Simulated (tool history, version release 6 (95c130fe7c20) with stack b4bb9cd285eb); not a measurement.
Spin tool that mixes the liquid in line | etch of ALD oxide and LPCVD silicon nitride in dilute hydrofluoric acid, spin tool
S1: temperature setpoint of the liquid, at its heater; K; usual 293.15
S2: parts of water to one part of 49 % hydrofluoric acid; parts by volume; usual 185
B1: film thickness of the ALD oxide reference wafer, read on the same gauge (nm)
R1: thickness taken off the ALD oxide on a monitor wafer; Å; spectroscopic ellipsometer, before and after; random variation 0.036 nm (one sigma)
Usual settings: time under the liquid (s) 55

Run 1, hour 0: usual settings but S1 291.15 K; B1 90. Result: R1 54 Å.
Run 2, hour 33: usual settings; B1 89.99. Result: R1 59.3 Å.
Run 3, hour 60.5: usual settings; B1 89.99. Result: R1 59.6 Å.
Run 4, hour 93.3: usual settings; B1 89.99. Result: R1 59 Å.
Run 5, hour 115.8: usual settings; B1 90.02. Result: R1 59.4 Å.
Run 6, hour 132.9: usual settings; B1 89.96. Result: R1 58.9 Å.
Run 7, hour 163.1: usual settings; B1 90.02. Result: R1 59.1 Å.
Run 8, hour 181.3: usual settings but S1 291.65 K, S2 250 parts by volume; B1 90.03. Result: R1 39.2 Å.
At hour 194.3: hydrofluoric acid flow meter replaced.
Run 9, hour 202.6: usual settings but S1 291.15 K; B1 89.99. Result: R1 48.4 Å.
Run 10, hour 236.4: usual settings but S1 296.15 K, S2 210 parts by volume; B1 90.01. Result: R1 51 Å.
Run 11, hour 261.4: usual settings; B1 90. Result: R1 52.6 Å.
Run 12, hour 276.7: usual settings but S1 295.65 K, S2 160 parts by volume, time under the liquid (s) 80; B1 90.01. Result: R1 100.6 Å.
Run 13, hour 302.9: usual settings but S2 235 parts by volume; B1 90.05. Result: R1 39.4 Å.
Run 14, hour 321.3: usual settings but S2 95 parts by volume, time under the liquid (s) 85; B1 89.98. Result: R1 170.1 Å.
At hour 324.6: gauge calibrated.
At hour 382.8: thermometer replaced.
Run 15, hour 426.8: usual settings; B1 89.99. Result: R1 57.3 Å.
Run 16, hour 455.4: usual settings but S2 220 parts by volume, time under the liquid (s) 35; B1 89.97. Result: R1 29.4 Å.
Run 17, hour 491: usual settings but time under the liquid (s) 85; B1 90.02. Result: R1 89.4 Å.
Run 18, hour 524.6: usual settings but S2 105 parts by volume, time under the liquid (s) 35; B1 90.03. Result: R1 69.5 Å.
Run 19, hour 555.9: usual settings; B1 89.97. Result: R1 57 Å.
Run 20, hour 584.6: usual settings but S2 265 parts by volume, time under the liquid (s) 45; B1 90.01. Result: R1 30.6 Å.
Run 21, hour 601.4: usual settings but S1 290.15 K, S2 230 parts by volume, time under the liquid (s) 75; B1 90. Result: R1 53.4 Å.
Run 22, hour 635.4: usual settings but S1 295.15 K, time under the liquid (s) 80; B1 89.96. Result: R1 90.7 Å.
Run 23, hour 662: usual settings but time under the liquid (s) 40; B1 90.04. Result: R1 41.3 Å.
Run 24, hour 696.5: usual settings but S1 290.65 K, S2 145 parts by volume, time under the liquid (s) 65; B1 89.95. Result: R1 81.1 Å.
Run 25, hour 713.7: usual settings but S1 295.65 K, S2 135 parts by volume, time under the liquid (s) 25; B1 90. Result: R1 41.9 Å.
Run 26, hour 731.4: usual settings but S1 290.15 K, time under the liquid (s) 30; B1 90.01. Result: R1 27.9 Å.
Run 27, hour 765: usual settings but S1 290.15 K; B1 90.02. Result: R1 50.2 Å.

Measured less the same run without the tool's hidden state. The same run-to-run variation is in both; the gauge's scatter may not be:
The hidden state here: liquid colder than its thermometer reads (K); hydrofluoric acid flow above the setpoint (%); gauge reads high (%).
run    R1
  1  +2.2
  2  +2.5
  3  +2.5
  4  +2.5
  5  +2.5
  6  +2.6
  7  +2.6
  8    +2
  9  -3.8
 10  -3.6
 11    -4
 12  -7.5
 13  -2.8
 14   -14
 15  +0.8
 16  +0.5
 17  +1.3
 18  +0.9
 19  +0.9
 20  +0.6
 21  +0.9
 22  +1.6
 23  +0.7
 24  +1.1
 25  +0.6
 26  +0.5
 27  +0.8
